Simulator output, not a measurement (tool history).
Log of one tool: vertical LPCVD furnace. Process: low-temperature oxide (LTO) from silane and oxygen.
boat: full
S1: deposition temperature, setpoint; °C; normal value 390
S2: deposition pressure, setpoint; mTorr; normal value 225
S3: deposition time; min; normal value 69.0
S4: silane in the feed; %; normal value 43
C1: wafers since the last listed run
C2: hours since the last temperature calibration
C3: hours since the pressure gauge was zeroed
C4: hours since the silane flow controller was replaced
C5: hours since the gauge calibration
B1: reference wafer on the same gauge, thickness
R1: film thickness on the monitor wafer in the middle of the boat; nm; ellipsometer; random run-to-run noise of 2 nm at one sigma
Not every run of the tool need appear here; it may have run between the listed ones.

run    hour   S1   S2    S3  S4    C1      C2      C3      C4      C5      B1      R1
  1     0.0  390  225  69.0  43     0  1313.8  3776.1  5928.7   413.8  637.42  622.50
  2    61.6  390  225  69.0  43   761  1375.4  3837.7  5990.3   475.4  638.09  622.08
  3   156.0  390  225  69.0  43  1167  1469.8  3932.1  6084.7   569.8  638.33  622.10
  4   249.0  390  225  69.0  43  1150  1562.8  4025.1  6177.7   662.8  638.64  625.69
      304.9  -- silane flow controller replaced
  5   345.4  390  225  69.0  43   895  1659.2  4121.5    40.5   759.2  637.91  630.96
      397.7  -- thermocouples replaced and temperature profile calibrated
  6   426.6  390  225  69.0  43   707    28.9  4202.7   121.7   840.4  638.42  605.15
      497.2  -- pressure gauge zeroed
  7   506.4  390  225  69.0  43   690   108.7     9.2   201.5   920.2  637.67  605.75
  8   603.6  394  225  69.0  39  1201   205.9   106.4   298.7  1017.4  638.44  566.00
      652.8  -- gauge calibrated
  9   657.2  390  185  84.0  40   662   259.5   160.0   352.3     4.4  637.43  560.36
 10   700.3  390  225  89.5  43   532   302.6   203.1   395.4    47.5  637.64  785.57
 11   755.4  393  225  69.0  43   681   357.7   258.2   450.5   102.6  637.77  625.66
 12   804.8  390  225  69.0  43   610   407.1   307.6   499.9   152.0  637.61  605.60
 13   887.9  390  275  91.5  43  1027   490.2   390.7   583.0   235.1  638.32  983.72
 14   939.2  390  185  69.0  43   634   541.5   442.0   634.3   286.4  637.59  500.00
 15  1004.2  390  275  69.0  43   803   606.5   507.0   699.3   351.4  638.24  744.66

Describe how what the log doesn't record of the tool's condition differs between the last listed run preceding each entry between runs and the first listed run following it.
From run 4 to run 5: silane flow controller replaced (hour 304.9)
  true tube temperature minus thermocouple reading, K: 3.29 -> 3.68
  difference, measured minus the result without the unlogged condition, R1: +22.54 -> +25.35 nm
From run 5 to run 6: thermocouples replaced and temperature profile calibrated (hour 397.7)
  true tube temperature minus thermocouple reading, K: 3.68 -> 0.172
  difference, measured minus the result without the unlogged condition, R1: +25.35 -> +1.16 nm
From run 6 to run 7: pressure gauge zeroed (hour 497.2)
  true tube temperature minus thermocouple reading, K: 0.172 -> 0.185
  difference, measured minus the result without the unlogged condition, R1: +1.16 -> +1.26 nm
From run 8 to run 9: gauge calibrated (hour 652.8)
  true tube temperature minus thermocouple reading, K: 0.224 -> 0.255
  difference, measured minus the result without the unlogged condition, R1: +1.44 -> +1.63 nm
